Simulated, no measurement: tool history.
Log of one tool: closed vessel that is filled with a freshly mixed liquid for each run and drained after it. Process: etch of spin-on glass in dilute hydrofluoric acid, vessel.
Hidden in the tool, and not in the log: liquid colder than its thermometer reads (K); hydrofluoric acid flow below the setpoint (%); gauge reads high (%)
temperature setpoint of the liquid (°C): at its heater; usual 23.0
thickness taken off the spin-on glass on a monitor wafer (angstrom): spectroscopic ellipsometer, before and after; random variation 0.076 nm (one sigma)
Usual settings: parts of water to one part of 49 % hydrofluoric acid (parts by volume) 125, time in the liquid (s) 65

run      day  temperature setpoint of the liquid (°C)  parts of water to one part of 49 % hydrofluoric acid (parts by volume)  time in the liquid (s)  wafers since the last listed run  hours since the thermometer was replaced  hours since the hydrofluoric acid flow meter was replaced  hours since the gauge calibration  read-back film thickness of the spin-on glass reference wafer, read on the same gauge (nm)  thickness taken off the spin-on glass on a monitor wafer (angstrom)
  1    0.000                                     23.0                                                                     125                      65                                 0                                    1875.7                                                      347.8                              195.5                                                                                      101.13                                                                126.6
  2    4.408                                     23.0                                                                     125                      65                             14842                                    1981.5                                                      453.6                              301.3                                                                                      101.44                                                                128.2
       5.925  -- thermometer replaced
  3    6.042                                     23.0                                                                     125                      65                              5359                                       2.8                                                      492.8                              340.5                                                                                      101.54                                                                128.6
  4    7.804                                     23.0                                                                     125                      65                              5934                                      45.1                                                      535.1                              382.8                                                                                      101.64                                                                128.5
       8.100  -- hydrofluoric acid flow meter replaced
  5   11.929                                     23.0                                                                     125                      65                             13748                                     144.1                                                       91.9                              481.8                                                                                      101.90                                                                128.2
  6   16.292                                     23.0                                                                     125                      65                             14688                                     248.8                                                      196.6                              586.5                                                                                      102.22                                                                128.6
  7   19.417                                     23.0                                                                     125                      65                             10521                                     323.8                                                      271.6                              661.5                                                                                      102.39                                                                128.1
  8   22.312                                     23.0                                                                     125                      65                              9750                                     393.3                                                      341.1                              731.0                                                                                      102.59                                                                129.5
  9   32.688                                     23.0                                                                     125                      65                             34932                                     642.3                                                      590.1                              980.0                                                                                      103.25                                                                128.6
      34.975  -- hydrofluoric acid flow meter replaced
 10   35.112                                     23.0                                                                     125                      65                              8024                                     700.5                                                        3.3                             1038.2                                                                                      103.39                                                                129.2
 11   36.667                                     23.0                                                                     125                      65                              5232                                     737.8                                                       40.6                             1075.5                                                                                      103.44                                                                130.7
 12   38.983                                     25.0                                                                     125                      95                              7800                                     793.4                                                       96.2                             1131.1                                                                                      103.64                                                                203.1
 13   41.817                                     23.0                                                                     150                      90                              9539                                     861.4                                                      164.2                             1199.1                                                                                      103.82                                                                146.6
 14   45.762                                     23.0                                                                     150                      90                             13285                                     956.1                                                      258.9                             1293.8                                                                                      104.05                                                                146.0
 15   56.262                                     23.0                                                                     150                      90                             35353                                    1208.1                                                      510.9                             1545.8                                                                                      104.73                                                                147.2
      56.517  -- hydrofluoric acid flow meter replaced
 16   58.350                                     23.0                                                                     150                      55                              6888                                    1258.2                                                       44.0                             1595.9                                                                                      104.87                                                                 89.6
 17   61.704                                     23.0                                                                     125                      65                             11293                                    1338.7                                                      124.5                             1676.4                                                                                      105.07                                                                131.6
 18   65.900                                     23.0                                                                      95                      80                             14127                                    1439.4                                                      225.2                             1777.1                                                                                      105.33                                                                221.4
 19   70.217                                     23.0                                                                     105                      65                             14534                                    1543.0                                                      328.8                             1880.7                                                                                      105.60                                                                163.0
 20   73.233                                     23.0                                                                     125                      65                             10157                                    1615.4                                                      401.2                             1953.1                                                                                      105.84                                                                134.1
 21   76.758                                     23.0                                                                     125                      65                             11868                                    1700.0                                                      485.8                             2037.7                                                                                      106.06                                                                134.3
      78.888  -- hydrofluoric acid flow meter replaced
 22   78.908                                     23.0                                                                     125                      85                              7098                                    1751.6                                                        0.5                             2089.3                                                                                      106.19                                                                173.4
      83.679  -- thermometer replaced
 23   89.704                                     23.0                                                                     155                      30                             36208                                     144.6                                                      259.6                             2348.4                                                                                      106.89                                                                 48.7
      91.492  -- gauge calibrated
 24   91.892                                     23.0                                                                     125                      65                              7365                                     197.1                                                      312.1                                9.6                                                                                       99.73                                                                124.8
 25   94.650                                     21.0                                                                     165                     105                              9287                                     263.3                                                      378.3                               75.8                                                                                       99.91                                                                136.7
 26   98.554                                     19.0                                                                      80                      90                             13145                                     357.0                                                      472.0                              169.5                                                                                      100.22                                                                247.2
 27  101.517                                     23.0                                                                     175                     105                              9974                                     428.1                                                      543.1                              240.6                                                                                      100.36                                                                139.6
     101.721  -- hydrofluoric acid flow meter replaced
 28  104.067                                     19.0                                                                      70                      40                              8445                                     489.3                                                       56.3                              301.8                                                                                      100.54                                                                124.9
 29  107.850                                     23.0                                                                     125                      65                             12738                                     580.1                                                      147.1                              392.6                                                                                      100.78                                                                126.4
 30  111.388                                     23.0                                                                     100                      65                             11910                                     665.0                                                      232.0                              477.5                                                                                      101.00                                                                162.2
 31  115.692                                     28.0                                                                     125                      65                             14491                                     768.3                                                      335.3                              580.8                                                                                      101.28                                                                156.4
 32  119.492                                     23.0                                                                     125                      65                             12794                                     859.5                                                      426.5                              672.0                                                                                      101.52                                                                126.9

The tool's hidden state at each run:
liquid colder than its thermometer reads (K): 0 in every run
hydrofluoric acid flow below the setpoint (%): 0 in every run
H1: gauge reads high (%)
run       H1
  1     1.15
  2     1.43
  3     1.54
  4     1.65
  5     1.91
  6     2.19
  7     2.39
  8     2.57
  9     3.23
 10     3.39
 11     3.49
 12     3.64
 13     3.82
 14     4.07
 15     4.73
 16     4.87
 17     5.08
 18     5.35
 19     5.62
 20     5.82
 21     6.04
 22     6.18
 23     6.86
 24    -0.25
 25  -0.0741
 26    0.174
 27    0.363
 28    0.525
 29    0.766
 30    0.991
 31     1.27
 32     1.51

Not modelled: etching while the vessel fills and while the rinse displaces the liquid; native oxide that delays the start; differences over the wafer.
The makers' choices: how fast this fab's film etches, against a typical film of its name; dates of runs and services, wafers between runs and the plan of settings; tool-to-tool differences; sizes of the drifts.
